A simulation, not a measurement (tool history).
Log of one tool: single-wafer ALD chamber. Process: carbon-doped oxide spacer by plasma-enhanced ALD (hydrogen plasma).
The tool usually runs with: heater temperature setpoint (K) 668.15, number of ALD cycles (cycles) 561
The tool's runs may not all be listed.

run    hour  heater temperature setpoint (K)  number of ALD cycles (cycles)  read-back reference wafer on the same gauge, thickness_nm  mean film thickness on the monitor wafer (nm)
  1       0                           668.15                            501                                                      30.39                                         23.578
  2    28.1                           668.15                            501                                                     30.419                                         23.684
  3    83.7                           668.15                            501                                                     30.391                                         23.538
  4   130.9                           668.15                            561                                                     30.374                                         26.313
  5   176.3                           668.15                            561                                                     30.276                                         26.367
  6   200.3                           668.15                            561                                                     30.337                                         26.385
  7   240.7                           668.15                            561                                                     30.263                                         25.989
  8   301.2                           668.15                            561                                                     30.259                                         26.396
  9   327.6                           668.15                            561                                                     30.272                                         26.135
 10   355.5                           668.15                            561                                                     30.288                                         26.188
 11   424.2                           668.15                            561                                                     30.208                                         26.089
 12   448.9                           668.15                            561                                                     30.264                                         26.264
 13     487                           673.15                            647                                                     30.267                                         30.275
 14   527.6                           668.15                            471                                                     30.269                                         22.006
 15   593.3                           657.15                            453                                                      30.15                                         21.252
      605.3  -- gauge calibrated
 16   628.1                           660.15                            517                                                     31.509                                          25.08
 17   684.5                           673.15                            647                                                      31.28                                          31.26
 18   736.7                           673.15                            647                                                     31.283                                         31.052
      776.2  -- thermocouple changed; heater temperature recalibrated
 19   832.8                           683.15                            455                                                     31.047                                         21.197
 20   899.4                           675.15                            632                                                     30.938                                         29.914
 21     929                           668.15                            561                                                      30.85                                         26.736
 22   976.8                           662.15                            561                                                     30.799                                         26.517
 23  1029.6                           675.15                            561                                                     30.748                                         26.558
 24  1095.5                           655.15                            602                                                     30.624                                         28.462
 25    1150                           655.15                            533                                                     30.609                                         25.284
 26  1206.7                           668.15                            561                                                     30.558                                         26.349
 27  1272.6                           668.15                            561                                                     30.534                                         26.509

Below, some changes in mean film thickness on the monitor wafer (nm) between adjacent runs. For each, the amount present without the hidden state too (settings, incoming material, random variation) and the amount remaining for the hidden state with gauge scatter not shared by both compared results:
Hidden conditions of the tool in this case: wafer temperature above the value expected at the setpoint (K); gauge reads high (%).
Run 13 -> 14: heater temperature setpoint (K) 673.15 -> 668.15, number of ALD cycles (cycles) 647 -> 471. mean film thickness on the monitor wafer (nm) -8.269: hidden state +0.317, all else -8.586.
Run 15 -> 16: heater temperature setpoint (K) 657.15 -> 660.15, number of ALD cycles (cycles) 453 -> 517, gauge calibrated. mean film thickness on the monitor wafer (nm) +3.828: hidden state +0.924, all else +2.904.
Run 18 -> 19: heater temperature setpoint (K) 673.15 -> 683.15, number of ALD cycles (cycles) 647 -> 455, thermocouple changed; heater temperature recalibrated. mean film thickness on the monitor wafer (nm) -9.855: hidden state -0.077, all else -9.778.
Run 19 -> 20: heater temperature setpoint (K) 683.15 -> 675.15, number of ALD cycles (cycles) 455 -> 632. mean film thickness on the monitor wafer (nm) +8.717: hidden state -0.219, all else +8.936.
